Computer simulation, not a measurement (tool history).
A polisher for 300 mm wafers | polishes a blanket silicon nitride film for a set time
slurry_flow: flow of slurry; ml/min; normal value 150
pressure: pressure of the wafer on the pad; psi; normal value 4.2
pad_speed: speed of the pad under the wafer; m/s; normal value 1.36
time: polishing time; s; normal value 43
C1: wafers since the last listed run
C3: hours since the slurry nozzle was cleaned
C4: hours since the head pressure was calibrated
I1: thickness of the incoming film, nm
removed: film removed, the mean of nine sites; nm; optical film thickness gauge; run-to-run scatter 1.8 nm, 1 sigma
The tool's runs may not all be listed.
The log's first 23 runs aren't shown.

At day 53.021: head pressure recalibrated.
Run 24, day 54.404: usual settings but slurry_flow 125 ml/min, pressure 3.8 psi, time 58 s; C1 386; wafers polished on this pad 1355; C3 170.1; C4 33.2; I1 895.9. Result: removed 136.3 nm.
Run 25, day 56.146: usual settings but pad_speed 1.16 m/s; C1 454; wafers polished on this pad 1809; C3 211.9; C4 75.0; I1 898.5. Result: removed 97.7 nm.
Run 26, day 57.542: usual settings; C1 364; wafers polished on this pad 2173; C3 245.4; C4 108.5; I1 894.1. Result: removed 111.0 nm.
Run 27, day 59.258: usual settings; C1 447; wafers polished on this pad 2621; C3 286.6; C4 149.7; I1 896.1. Result: removed 108.8 nm.
Run 28, day 60.375: usual settings; C1 291; wafers polished on this pad 2913; C3 313.4; C4 176.5; I1 892.9. Result: removed 110.1 nm.
Run 29, day 62.525: usual settings but slurry_flow 110 ml/min, pressure 2.8 psi, pad_speed 1.60 m/s; C1 560; wafers polished on this pad 3473; C3 365.0; C4 228.1; I1 895.7. Result: removed 77.9 nm.
At day 63.750: slurry nozzle cleaned.
Run 30, day 64.125: usual settings but pad_speed 1.10 m/s; C1 406; wafers polished on this pad 3880; C3 9.0; C4 266.5; I1 906.6. Result: removed 90.9 nm.
At day 65.650: worn pad replaced by a new one.
Run 31, day 66.342: usual settings but pressure 3.2 psi, time 30 s; C1 534; wafers polished on this pad 180; C3 62.2; C4 319.7; I1 900.3. Result: removed 64.3 nm.
Run 32, day 67.862: usual settings but pad_speed 1.80 m/s; C1 396; wafers polished on this pad 576; C3 98.7; C4 356.2; I1 907.1. Result: removed 150.7 nm.
Run 33, day 69.125: usual settings but time 30 s; C1 329; wafers polished on this pad 906; C3 129.0; C4 386.5; I1 896.2. Result: removed 81.4 nm.
Run 34, day 70.883: usual settings; C1 458; wafers polished on this pad 1365; C3 171.2; C4 428.7; I1 892.0. Result: removed 112.8 nm.
Run 35, day 73.283: usual settings but slurry_flow 200 ml/min; C1 626; wafers polished on this pad 1991; C3 228.8; C4 486.3; I1 897.5. Result: removed 117.5 nm.
Run 36, day 74.517: usual settings; C1 321; wafers polished on this pad 2313; C3 258.4; C4 515.9; I1 897.4. Result: removed 109.7 nm.

5 ways to go on from here, each from the tool as it stands after run 36. What would each give?
Run A, day 74.533: usual settings; C1 4; wafers polished on this pad 2317; C3 258.8; C4 516.3; I1 905.3. Result: removed ?.
Run B, day 74.533: usual settings but pad_speed 0.96 m/s, time 49 s; C1 4; wafers polished on this pad 2317; C3 258.8; C4 516.3; I1 905.3. Result: removed ?.
Run C, day 74.533: usual settings but slurry_flow 195 ml/min, pressure 5.1 psi; C1 4; wafers polished on this pad 2317; C3 258.8; C4 516.3; I1 905.3. Result: removed ?.
Run D, day 74.533: usual settings but time 56 s; C1 4; wafers polished on this pad 2317; C3 258.8; C4 516.3; I1 905.3. Result: removed ?.
Run E, day 74.533: usual settings but slurry_flow 120 ml/min, pressure 3.4 psi, pad_speed 1.52 m/s; C1 4; wafers polished on this pad 2317; C3 258.8; C4 516.3; I1 905.3. Result: removed ?.

run  removed
  A    109.4
  B     94.4
  C    138.8
  D    142.5
  E     92.2
With the hidden condition removed and each run's random variation left untouched, the same runs would have given:
run  removed
  A    121.4
  B    104.7
  C    153.9
  D    158.1
  E    102.3
